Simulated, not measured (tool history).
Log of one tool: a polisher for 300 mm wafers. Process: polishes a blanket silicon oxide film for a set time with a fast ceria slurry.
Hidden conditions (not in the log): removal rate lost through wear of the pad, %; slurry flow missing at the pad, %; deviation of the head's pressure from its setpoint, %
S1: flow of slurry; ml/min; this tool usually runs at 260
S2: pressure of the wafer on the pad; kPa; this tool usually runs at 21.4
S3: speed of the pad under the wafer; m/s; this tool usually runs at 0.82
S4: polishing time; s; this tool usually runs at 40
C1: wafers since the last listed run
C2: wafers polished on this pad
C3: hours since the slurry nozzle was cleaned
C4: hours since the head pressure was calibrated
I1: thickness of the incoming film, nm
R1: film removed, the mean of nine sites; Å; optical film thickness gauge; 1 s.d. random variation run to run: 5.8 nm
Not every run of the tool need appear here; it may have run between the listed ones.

run	hour	S1	S2	S3	S4	C1	C2	C3	C4	I1	R1
1	0.0	260	21.4	0.82	31	0	1411	481.1	849.5	1651.0	3848
# hour 25.7: slurry nozzle cleaned
2	28.1	260	21.4	0.74	40	370	1781	2.4	877.6	1611.2	4448
# hour 42.4: worn pad replaced by a new one
3	96.7	260	21.4	0.74	40	882	740	71.0	946.2	1628.9	4789
4	125.6	260	21.4	0.74	40	394	1135	99.9	975.1	1629.1	4757
# hour 191.8: worn pad replaced by a new one
5	192.3	260	21.4	0.82	40	856	6	166.6	1041.8	1625.2	5379
6	228.0	260	21.4	0.82	40	487	494	202.3	1077.5	1598.4	5316
# hour 277.9: head pressure recalibrated
7	296.8	260	21.4	0.82	40	912	1406	271.1	18.9	1646.1	4570
# hour 342.6: worn pad replaced by a new one
# hour 447.7: slurry nozzle cleaned
8	473.6	260	21.4	0.82	46	2346	1775	25.9	195.7	1629.7	5255

Predict the results of run 9:
9	504.8	330	25.5	0.72	40	426	2201	57.1	226.9	1636.3	?

Run 9 gave R1 4809 Å.
Were there no unlogged condition in the tool, this run, its random variation unchanged, would have produced R1 5341 Å.
